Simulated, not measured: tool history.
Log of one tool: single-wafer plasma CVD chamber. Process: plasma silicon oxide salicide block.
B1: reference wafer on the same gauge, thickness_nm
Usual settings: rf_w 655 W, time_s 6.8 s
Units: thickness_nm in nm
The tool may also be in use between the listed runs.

run 1 hour=0 | rf_w=590 time_s=6.8 | B1=54.391 | thickness_nm=64.137
run 2 hour=28.3 | rf_w=655 time_s=7.74 | B1=54.379 | thickness_nm=74.821
run 3 hour=79.6 | rf_w=655 time_s=7.74 | B1=54.426 | thickness_nm=75.029
run 4 hour=106.8 | rf_w=655 time_s=6.8 | B1=54.388 | thickness_nm=65.709
run 5 hour=135 | rf_w=730 time_s=6.8 | B1=54.394 | thickness_nm=67.688
run 6 hour=188.4 | rf_w=730 time_s=6.8 | B1=54.387 | thickness_nm=67.637
run 7 hour=216.6 | rf_w=730 time_s=6.8 | B1=54.385 | thickness_nm=67.662
run 8 hour=249.4 | rf_w=610 time_s=6.8 | B1=54.42 | thickness_nm=64.514
run 9 hour=275.5 | rf_w=610 time_s=6.8 | B1=54.395 | thickness_nm=64.328
-- hour=286.7 gauge calibrated
-- hour=297.6 showerhead replaced
run 10 hour=317.4 | rf_w=750 time_s=6.8 | B1=54.406 | thickness_nm=67.976
run 11 hour=383.4 | rf_w=540 time_s=7.81 | B1=54.424 | thickness_nm=71.755
run 12 hour=411.8 | rf_w=755 time_s=7.65 | B1=54.403 | thickness_nm=76.507
run 13 hour=437.7 | rf_w=655 time_s=6.8 | B1=54.409 | thickness_nm=65.511
run 14 hour=507.6 | rf_w=775 time_s=7.77 | B1=54.369 | thickness_nm=78.013
-- hour=574.9 RF generator calibrated
run 15 hour=575.4 | rf_w=535 time_s=6.8 | B1=54.395 | thickness_nm=63.329
run 16 hour=696.6 | rf_w=655 time_s=8.16 | B1=54.398 | thickness_nm=80.298
run 17 hour=768.6 | rf_w=775 time_s=8.01 | B1=54.389 | thickness_nm=82.11
run 18 hour=813.3 | rf_w=655 time_s=6.8 | B1=54.371 | thickness_nm=66.486

Measured less the same run without the tool's hidden state. The same run-to-run variation is in both; the gauge's scatter may not be:
The hidden state here: delivered RF power above the setpoint (%); gauge reads high (%).
run=1 thickness_nm=-0.883
run=2 thickness_nm=-1.059
run=3 thickness_nm=-1.114
run=4 thickness_nm=-1
run=5 thickness_nm=-1.056
run=6 thickness_nm=-1.108
run=7 thickness_nm=-1.136
run=8 thickness_nm=-1.115
run=9 thickness_nm=-1.136
run=10 thickness_nm=-1.245
run=11 thickness_nm=-1.389
run=12 thickness_nm=-1.517
run=13 thickness_nm=-1.327
run=14 thickness_nm=-1.672
run=15 thickness_nm=-0.072
run=16 thickness_nm=-0.094
run=17 thickness_nm=-0.103
run=18 thickness_nm=-0.088
